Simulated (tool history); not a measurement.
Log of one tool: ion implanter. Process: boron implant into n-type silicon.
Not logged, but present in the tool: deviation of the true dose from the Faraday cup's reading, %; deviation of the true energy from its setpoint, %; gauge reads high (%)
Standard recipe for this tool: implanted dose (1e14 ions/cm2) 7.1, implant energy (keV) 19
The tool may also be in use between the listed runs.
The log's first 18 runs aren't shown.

run,hour,implanted dose (1e14 ions/cm2),implant energy (keV),wafers since the last listed run,hours since the last dose calibration,hours since the extraction supply was calibrated,hours since the gauge calibration,"read-back reference wafer on the same gauge, sheet resistance",sheet resistance of the implanted and annealed layer (ohm/square)
19,448.8,7.1,19,616,130.7,3388.8,100.7,200.06,181.56
# hour 473.7: extraction supply calibrated
20,474.2,8.3,25,592,156.1,0.5,126.1,199.94,155.27
21,488.1,5.36,12.5,473,170,14.4,140,200.07,238.08
22,510.4,7.1,19,759,192.3,36.7,162.3,199.82,181.16
23,528.8,5.32,14.5,626,210.7,55.1,180.7,200.03,236.61
24,550.2,7.1,19,729,232.1,76.5,202.1,199.88,180.89
25,573.1,5.81,16,780,255,99.4,225,199.8,218.6
26,590.1,5.74,24.5,579,272,116.4,242,199.9,212.35
27,683.3,7.1,16.5,3175,365.2,209.6,335.2,200,183.98
28,706,9.23,16.5,773,387.9,232.3,357.9,200.24,147.34
29,736.5,7.1,19,1039,418.4,262.8,388.4,199.8,181.98
30,750.4,4.99,14,473,432.3,276.7,402.3,199.95,250.77
31,785.8,8.53,22.5,1206,467.7,312.1,437.7,199.89,152.86
32,804,7.1,19,620,485.9,330.3,455.9,199.97,181.86
33,834.8,7.78,16,1049,516.7,361.1,486.7,200.11,170.02

Run 34 is up next; what results do you expect?
34,858.6,7.1,22,810,540.5,384.9,510.5,?,?

{"run 34": {"read-back reference wafer on the same gauge, sheet resistance": 199.97, "sheet resistance of the implanted and annealed layer (ohm/square)": 179.2}}
Minus the tool's unlogged condition, the same run would have read sheet resistance of the implanted and annealed layer (ohm/square) 179.2.
